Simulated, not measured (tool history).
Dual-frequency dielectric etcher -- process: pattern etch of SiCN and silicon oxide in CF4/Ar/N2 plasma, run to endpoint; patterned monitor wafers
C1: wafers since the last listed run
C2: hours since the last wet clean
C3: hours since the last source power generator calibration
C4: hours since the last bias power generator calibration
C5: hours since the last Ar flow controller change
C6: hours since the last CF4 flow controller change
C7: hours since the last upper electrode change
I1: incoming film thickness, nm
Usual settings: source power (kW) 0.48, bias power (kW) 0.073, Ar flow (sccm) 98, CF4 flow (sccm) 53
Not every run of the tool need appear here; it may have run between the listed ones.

{"run": 1, "day": 0.0, "source power (kW)": 0.48, "bias power (kW)": 0.073, "Ar flow (sccm)": 98, "CF4 flow (sccm)": 53, "C1": 0, "C2": 243.7, "C3": 1669.6, "C4": 4283.7, "C5": 4045.3, "C6": 3207.3, "C7": 4486.4, "I1": 17.9, "endpoint time (s)": 19.8}
{"run": 2, "day": 0.717, "source power (kW)": 0.48, "bias power (kW)": 0.073, "Ar flow (sccm)": 98, "CF4 flow (sccm)": 53, "C1": 273, "C2": 260.9, "C3": 1686.8, "C4": 4300.9, "C5": 4062.5, "C6": 3224.5, "C7": 4503.6, "I1": 17.87, "endpoint time (s)": 19.7}
{"run": 3, "day": 1.267, "source power (kW)": 0.48, "bias power (kW)": 0.073, "Ar flow (sccm)": 98, "CF4 flow (sccm)": 53, "C1": 209, "C2": 274.1, "C3": 1700, "C4": 4314.1, "C5": 4075.7, "C6": 3237.7, "C7": 4516.8, "I1": 17.98, "endpoint time (s)": 19.8}
{"run": 4, "day": 1.888, "source power (kW)": 0.48, "bias power (kW)": 0.073, "Ar flow (sccm)": 98, "CF4 flow (sccm)": 49, "C1": 236, "C2": 289, "C3": 1714.9, "C4": 4329, "C5": 4090.6, "C6": 3252.6, "C7": 4531.7, "I1": 17.79, "endpoint time (s)": 19.9}
{"run": 5, "day": 2.633, "source power (kW)": 0.48, "bias power (kW)": 0.073, "Ar flow (sccm)": 98, "CF4 flow (sccm)": 49, "C1": 284, "C2": 306.9, "C3": 1732.8, "C4": 4346.9, "C5": 4108.5, "C6": 3270.5, "C7": 4549.6, "I1": 17.96, "endpoint time (s)": 20.1}
{"run": 6, "day": 3.329, "source power (kW)": 0.48, "bias power (kW)": 0.063, "Ar flow (sccm)": 98, "CF4 flow (sccm)": 53, "C1": 265, "C2": 323.6, "C3": 1749.5, "C4": 4363.6, "C5": 4125.2, "C6": 3287.2, "C7": 4566.3, "I1": 17.8, "endpoint time (s)": 20.3}
{"run": 7, "day": 3.958, "source power (kW)": 0.48, "bias power (kW)": 0.073, "Ar flow (sccm)": 98, "CF4 flow (sccm)": 53, "C1": 239, "C2": 338.7, "C3": 1764.6, "C4": 4378.7, "C5": 4140.3, "C6": 3302.3, "C7": 4581.4, "I1": 18.01, "endpoint time (s)": 19.7}
{"run": 8, "day": 4.454, "source power (kW)": 0.48, "bias power (kW)": 0.073, "Ar flow (sccm)": 98, "CF4 flow (sccm)": 53, "C1": 189, "C2": 350.6, "C3": 1776.5, "C4": 4390.6, "C5": 4152.2, "C6": 3314.2, "C7": 4593.3, "I1": 18.02, "endpoint time (s)": 19.9}
{"day": 4.75, "done": "Ar flow controller replaced"}
{"day": 5.183, "done": "source power generator calibrated"}
{"day": 5.588, "done": "wet clean of the chamber"}
{"run": 9, "day": 5.608, "source power (kW)": 0.48, "bias power (kW)": 0.073, "Ar flow (sccm)": 98, "CF4 flow (sccm)": 53, "C1": 126, "C2": 0.5, "C3": 10.2, "C4": 4418.3, "C5": 20.6, "C6": 3341.9, "C7": 4621, "I1": 17.7, "endpoint time (s)": 19.5}
{"run": 10, "day": 5.625, "source power (kW)": 0.48, "bias power (kW)": 0.088, "Ar flow (sccm)": 111, "CF4 flow (sccm)": 64, "C1": 6, "C2": 0.9, "C3": 10.6, "C4": 4418.7, "C5": 21, "C6": 3342.3, "C7": 4621.4, "I1": 17.86, "endpoint time (s)": 18.4}
{"run": 11, "day": 5.938, "source power (kW)": 0.48, "bias power (kW)": 0.073, "Ar flow (sccm)": 122, "CF4 flow (sccm)": 53, "C1": 119, "C2": 8.4, "C3": 18.1, "C4": 4426.2, "C5": 28.5, "C6": 3349.8, "C7": 4628.9, "I1": 17.89, "endpoint time (s)": 20.3}
{"day": 6.446, "done": "CF4 flow controller replaced"}
{"run": 12, "day": 6.467, "source power (kW)": 0.53, "bias power (kW)": 0.073, "Ar flow (sccm)": 98, "CF4 flow (sccm)": 53, "C1": 106, "C2": 21.1, "C3": 30.8, "C4": 4438.9, "C5": 41.2, "C6": 0.5, "C7": 4641.6, "I1": 18.01, "endpoint time (s)": 17.8}
{"run": 13, "day": 6.862, "source power (kW)": 0.48, "bias power (kW)": 0.08, "Ar flow (sccm)": 118, "CF4 flow (sccm)": 46, "C1": 150, "C2": 30.6, "C3": 40.3, "C4": 4448.4, "C5": 50.7, "C6": 10, "C7": 4651.1, "I1": 18.04, "endpoint time (s)": 20.2}
{"run": 14, "day": 7.204, "source power (kW)": 0.48, "bias power (kW)": 0.073, "Ar flow (sccm)": 98, "CF4 flow (sccm)": 53, "C1": 130, "C2": 38.8, "C3": 48.5, "C4": 4456.6, "C5": 58.9, "C6": 18.2, "C7": 4659.3, "I1": 17.83, "endpoint time (s)": 19.7}
{"day": 8.579, "done": "bias power generator calibrated"}
{"day": 8.579, "done": "upper electrode replaced"}
{"run": 15, "day": 8.6, "source power (kW)": 0.39, "bias power (kW)": 0.089, "Ar flow (sccm)": 108, "CF4 flow (sccm)": 44, "C1": 468, "C2": 72.3, "C3": 82, "C4": 0.5, "C5": 92.4, "C6": 51.7, "C7": 0.5, "I1": 17.81, "endpoint time (s)": 24.4}
{"run": 16, "day": 8.612, "source power (kW)": 0.48, "bias power (kW)": 0.073, "Ar flow (sccm)": 98, "CF4 flow (sccm)": 53, "C1": 4, "C2": 72.6, "C3": 82.3, "C4": 0.8, "C5": 92.7, "C6": 52, "C7": 0.8, "I1": 17.8, "endpoint time (s)": 19.7}
{"run": 17, "day": 8.971, "source power (kW)": 0.39, "bias power (kW)": 0.058, "Ar flow (sccm)": 116, "CF4 flow (sccm)": 63, "C1": 136, "C2": 81.2, "C3": 90.9, "C4": 9.4, "C5": 101.3, "C6": 60.6, "C7": 9.4, "I1": 17.73, "endpoint time (s)": 26.2}
{"run": 18, "day": 9.579, "source power (kW)": 0.48, "bias power (kW)": 0.073, "Ar flow (sccm)": 98, "CF4 flow (sccm)": 53, "C1": 232, "C2": 95.8, "C3": 105.5, "C4": 24, "C5": 115.9, "C6": 75.2, "C7": 24, "I1": 18.13, "endpoint time (s)": 19.9}
{"run": 19, "day": 11.088, "source power (kW)": 0.48, "bias power (kW)": 0.073, "Ar flow (sccm)": 105, "CF4 flow (sccm)": 53, "C1": 575, "C2": 132, "C3": 141.7, "C4": 60.2, "C5": 152.1, "C6": 111.4, "C7": 60.2, "I1": 17.92, "endpoint time (s)": 20}

The tool's hidden state at each run:
etch rate over this chamber's usual, %: 0, the same for each run
source power that arrives over what is set, %: 0, the same for each run
bias power that arrives over what is set, %: 0, the same for each run
Ar flow that arrives over what is set, %: 0, the same for each run
CF4 flow that arrives over what is set, %: 0, the same for each run
